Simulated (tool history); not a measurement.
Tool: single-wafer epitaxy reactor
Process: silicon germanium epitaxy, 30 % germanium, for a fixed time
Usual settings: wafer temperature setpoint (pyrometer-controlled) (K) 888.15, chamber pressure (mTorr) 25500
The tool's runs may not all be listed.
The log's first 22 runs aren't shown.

run	hour	wafer temperature setpoint (pyrometer-controlled) (K)	chamber pressure (mTorr)	wafers since the last listed run	hours since the last pyrometer calibration	hours since the last manometer calibration	hours since the showerhead was replaced	hours since the gauge calibration	read-back reference wafer on the same gauge, thickness_nm	mean film thickness on the monitor wafer (Å)
23	527.4	881.15	28700	465	123.5	263	194	290.7	82.635	683.28
24	560.9	884.15	25500	636	157	296.5	227.5	324.2	82.692	695.2
25	582	880.15	22500	400	178.1	317.6	248.6	345.3	82.775	612.48
26	608	888.15	30600	493	204.1	343.6	274.6	371.3	82.743	807.96
27	634.5	876.15	25500	503	230.6	370.1	301.1	397.8	82.687	591.18
28	662.4	879.15	30200	529	258.5	398	329	425.7	82.761	681.34
29	692.9	881.15	28200	579	289	428.5	359.5	456.2	82.569	683.7
30	713	882.15	30700	381	309.1	448.6	379.6	476.3	82.719	724.21
31	735.6	888.15	25500	429	331.7	471.2	402.2	498.9	82.729	758.73
32	767.6	898.15	25500	607	363.7	503.2	434.2	530.9	82.749	929.78
33	802.4	881.15	28200	661	398.5	538	469	565.7	82.726	687.5
34	823.5	888.15	25500	400	419.6	559.1	490.1	586.8	82.722	759.94
35	858.7	888.15	25500	668	454.8	594.3	525.3	622	82.673	761.66

4 ways to go on from here, each from the tool as it stands after run 35. What would each give?
A	859.1	888.15	27900	7	455.2	594.7	525.7	622.4	?	?
B	859.1	888.15	27800	7	455.2	594.7	525.7	622.4	?	?
C	859.1	888.15	22900	7	455.2	594.7	525.7	622.4	?	?
D	859.1	882.15	27500	7	455.2	594.7	525.7	622.4	?	?

run	read-back reference wafer on the same gauge, thickness_nm	mean film thickness on the monitor wafer (Å)
A	82.629	795.31
B	82.629	794.19
C	82.629	736.12
D	82.629	700.52
Without the tool's hidden state the same runs would have given:
run	mean film thickness on the monitor wafer (Å)
A	772.51
B	771.42
C	715.01
D	680.13
